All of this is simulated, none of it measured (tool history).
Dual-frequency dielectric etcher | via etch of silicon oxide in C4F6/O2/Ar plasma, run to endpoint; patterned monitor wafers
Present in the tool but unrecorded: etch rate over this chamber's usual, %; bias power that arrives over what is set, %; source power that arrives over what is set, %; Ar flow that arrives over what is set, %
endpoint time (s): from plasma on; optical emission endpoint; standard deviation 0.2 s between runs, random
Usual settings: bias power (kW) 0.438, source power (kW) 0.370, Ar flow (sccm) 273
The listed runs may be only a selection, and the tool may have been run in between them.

| run | hour | bias power (kW) | source power (kW) | Ar flow (sccm) | wafers since the last listed run | hours since the last wet clean | hours since the last bias power generator calibration | hours since the last source power generator calibration | hours since the last Ar flow controller change | hours since the last upper electrode change | incoming incoming film thickness, nm | endpoint time (s) |
|---|---|---|---|---|---|---|---|---|---|---|---|---|
| 1 | 0.0 | 0.438 | 0.370 | 318 | 0 | 313.9 | 1432.0 | 1833.6 | 4392.6 | 2685.1 | 96.2 | 21.7 |
| 2 | 20.6 | 0.438 | 0.370 | 318 | 256 | 334.5 | 1452.6 | 1854.2 | 4413.2 | 2705.7 | 97.3 | 22.0 |
| 3 | 35.5 | 0.383 | 0.370 | 241 | 185 | 349.4 | 1467.5 | 1869.1 | 4428.1 | 2720.6 | 96.6 | 21.2 |
|  | 68.1 | wet clean of the chamber |
| 4 | 68.6 | 0.383 | 0.370 | 241 | 113 | 0.5 | 1500.6 | 1902.2 | 4461.2 | 2753.7 | 97.2 | 22.7 |
| 5 | 95.1 | 0.383 | 0.370 | 241 | 330 | 27.0 | 1527.1 | 1928.7 | 4487.7 | 2780.2 | 96.8 | 22.4 |
| 6 | 123.6 | 0.438 | 0.370 | 273 | 355 | 55.5 | 1555.6 | 1957.2 | 4516.2 | 2808.7 | 97.2 | 22.3 |
| 7 | 156.9 | 0.438 | 0.370 | 273 | 415 | 88.8 | 1588.9 | 1990.5 | 4549.5 | 2842.0 | 95.4 | 22.4 |
| 8 | 236.1 | 0.438 | 0.370 | 273 | 987 | 168.0 | 1668.1 | 2069.7 | 4628.7 | 2921.2 | 95.5 | 21.6 |
| 9 | 248.2 | 0.438 | 0.370 | 273 | 150 | 180.1 | 1680.2 | 2081.8 | 4640.8 | 2933.3 | 96.6 | 22.1 |
| 10 | 268.5 | 0.438 | 0.370 | 273 | 252 | 200.4 | 1700.5 | 2102.1 | 4661.1 | 2953.6 | 96.0 | 21.6 |
| 11 | 285.1 | 0.438 | 0.370 | 295 | 206 | 217.0 | 1717.1 | 2118.7 | 4677.7 | 2970.2 | 96.5 | 21.7 |
| 12 | 309.6 | 0.438 | 0.370 | 295 | 305 | 241.5 | 1741.6 | 2143.2 | 4702.2 | 2994.7 | 96.6 | 21.8 |
| 13 | 338.3 | 0.512 | 0.320 | 307 | 357 | 270.2 | 1770.3 | 2171.9 | 4730.9 | 3023.4 | 96.1 | 22.2 |
| 14 | 359.1 | 0.438 | 0.370 | 273 | 259 | 291.0 | 1791.1 | 2192.7 | 4751.7 | 3044.2 | 95.5 | 21.2 |
| 15 | 382.8 | 0.438 | 0.370 | 273 | 295 | 314.7 | 1814.8 | 2216.4 | 4775.4 | 3067.9 | 96.8 | 21.5 |
|  | 438.5 | bias power generator calibrated |
|  | 470.1 | source power generator calibrated |
|  | 472.4 | upper electrode replaced, of another model than before |
|  | 510.2 | wet clean of the chamber |
| 16 | 510.7 | 0.438 | 0.450 | 273 | 1166 | 0.5 | 72.2 | 40.6 | 4903.3 | 38.3 | 96.8 | 21.2 |
| 17 | 511.0 | 0.335 | 0.280 | 273 | 3 | 0.8 | 72.5 | 40.9 | 4903.6 | 38.6 | 95.6 | 25.3 |
|  | 525.6 | Ar flow controller replaced |
| 18 | 538.7 | 0.438 | 0.370 | 273 | 270 | 28.5 | 100.2 | 68.6 | 13.1 | 66.3 | 96.2 | 21.7 |
| 19 | 562.3 | 0.438 | 0.310 | 315 | 294 | 52.1 | 123.8 | 92.2 | 36.7 | 89.9 | 96.4 | 23.3 |
| 20 | 592.4 | 0.512 | 0.280 | 296 | 375 | 82.2 | 153.9 | 122.3 | 66.8 | 120.0 | 96.8 | 22.5 |
| 21 | 620.2 | 0.438 | 0.310 | 315 | 346 | 110.0 | 181.7 | 150.1 | 94.6 | 147.8 | 96.9 | 23.4 |
| 22 | 641.0 | 0.438 | 0.300 | 273 | 259 | 130.8 | 202.5 | 170.9 | 115.4 | 168.6 | 97.0 | 22.7 |
| 23 | 663.6 | 0.403 | 0.450 | 309 | 281 | 153.4 | 225.1 | 193.5 | 138.0 | 191.2 | 96.0 | 21.9 |
| 24 | 684.2 | 0.335 | 0.280 | 273 | 256 | 174.0 | 245.7 | 214.1 | 158.6 | 211.8 | 96.7 | 25.0 |

Here are 5 independent what-if runs from the current tool condition. What would each one return?
| A | 684.6 | 0.438 | 0.370 | 273 | 4 | 174.4 | 246.1 | 214.5 | 159.0 | 212.2 | 95.9 | ? |
| B | 684.6 | 0.393 | 0.340 | 273 | 4 | 174.4 | 246.1 | 214.5 | 159.0 | 212.2 | 95.9 | ? |
| C | 684.6 | 0.523 | 0.420 | 242 | 4 | 174.4 | 246.1 | 214.5 | 159.0 | 212.2 | 95.9 | ? |
| D | 684.6 | 0.438 | 0.370 | 302 | 4 | 174.4 | 246.1 | 214.5 | 159.0 | 212.2 | 95.9 | ? |
| E | 684.6 | 0.438 | 0.430 | 273 | 4 | 174.4 | 246.1 | 214.5 | 159.0 | 212.2 | 95.9 | ? |

| run | endpoint time (s) |
|---|---|
| A | 21.4 |
| B | 22.5 |
| C | 19.4 |
| D | 21.7 |
| E | 20.7 |
With the hidden condition removed and each run's random variation left untouched, the same runs would have given:
| run | endpoint time (s) |
|---|---|
| A | 21.8 |
| B | 23.0 |
| C | 19.8 |
| D | 22.1 |
| E | 21.1 |
